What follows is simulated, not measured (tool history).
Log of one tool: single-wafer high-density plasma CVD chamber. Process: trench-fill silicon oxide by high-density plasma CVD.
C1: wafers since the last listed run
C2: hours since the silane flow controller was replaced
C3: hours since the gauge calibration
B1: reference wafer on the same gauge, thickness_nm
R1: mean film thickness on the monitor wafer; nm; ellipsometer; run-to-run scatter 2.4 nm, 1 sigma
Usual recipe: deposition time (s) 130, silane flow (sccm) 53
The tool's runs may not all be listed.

Run 1, hour 0: usual settings; C1 0; C2 4184.1; C3 265.3; B1 604.445. Result: R1 684.647 nm.
Run 2, hour 10: usual settings; C1 133; C2 4194.1; C3 275.3; B1 605.129. Result: R1 690.186 nm.
Run 3, hour 27.6: usual settings but deposition time (s) 123, silane flow (sccm) 45; C1 235; C2 4211.7; C3 292.9; B1 605.05. Result: R1 552.518 nm.
Run 4, hour 44.9: usual settings; C1 231; C2 4229; C3 310.2; B1 605.07. Result: R1 689.165 nm.
Run 5, hour 62.1: usual settings; C1 229; C2 4246.2; C3 327.4; B1 605.143. Result: R1 684.606 nm.
Run 6, hour 72.9: usual settings but deposition time (s) 120; C1 144; C2 4257; C3 338.2; B1 604.782. Result: R1 636.822 nm.
Run 7, hour 84.6: usual settings but deposition time (s) 120; C1 156; C2 4268.7; C3 349.9; B1 604.931. Result: R1 634.387 nm.
Run 8, hour 92.6: usual settings; C1 106; C2 4276.7; C3 357.9; B1 604.89. Result: R1 687.95 nm.
Run 9, hour 107.9: usual settings; C1 204; C2 4292; C3 373.2; B1 605.217. Result: R1 687.143 nm.
Run 10, hour 118.8: usual settings; C1 145; C2 4302.9; C3 384.1; B1 605.078. Result: R1 688.38 nm.
At hour 137.3: silane flow controller replaced.
Run 11, hour 137.8: usual settings; C1 146; C2 0.5; C3 403.1; B1 604.576. Result: R1 687.856 nm.
Run 12, hour 149.2: usual settings; C1 152; C2 11.9; C3 414.5; B1 604.901. Result: R1 688.015 nm.
Run 13, hour 155.5: usual settings; C1 84; C2 18.2; C3 420.8; B1 604.98. Result: R1 685.637 nm.
Run 14, hour 169: usual settings; C1 180; C2 31.7; C3 434.3; B1 605.122. Result: R1 687.745 nm.
Run 15, hour 176.3: usual settings; C1 97; C2 39; C3 441.6; B1 605.059. Result: R1 689.098 nm.
At hour 180.6: gauge calibrated.
Run 16, hour 189: usual settings; C1 169; C2 51.7; C3 8.4; B1 604.938. Result: R1 685.522 nm.
Run 17, hour 196.9: usual settings but silane flow (sccm) 47; C1 105; C2 59.6; C3 16.3; B1 605.075. Result: R1 609.141 nm.
Run 18, hour 209.3: usual settings but deposition time (s) 124, silane flow (sccm) 50; C1 165; C2 72; C3 28.7; B1 604.926. Result: R1 617.27 nm.
Run 19, hour 218.9: usual settings but deposition time (s) 124, silane flow (sccm) 50; C1 128; C2 81.6; C3 38.3; B1 604.899. Result: R1 617.48 nm.
Run 20, hour 225: usual settings but silane flow (sccm) 44; C1 81; C2 87.7; C3 44.4; B1 604.753. Result: R1 571.284 nm.
Run 21, hour 235.2: usual settings; C1 136; C2 97.9; C3 54.6; B1 604.935. Result: R1 686.195 nm.
Run 22, hour 247.7: usual settings; C1 167; C2 110.4; C3 67.1; B1 604.949. Result: R1 688.192 nm.

Expected results for the next run?
Run 23, hour 257.7: usual settings but deposition time (s) 148, silane flow (sccm) 47; C1 133; C2 120.4; C3 77.1; B1 ?. Result: R1 ?.

Run 23 yielded B1 605.017, R1 695.148 nm.
If the tool had no hidden condition, the same run with the same run-to-run variation would have returned R1 695.148 nm.
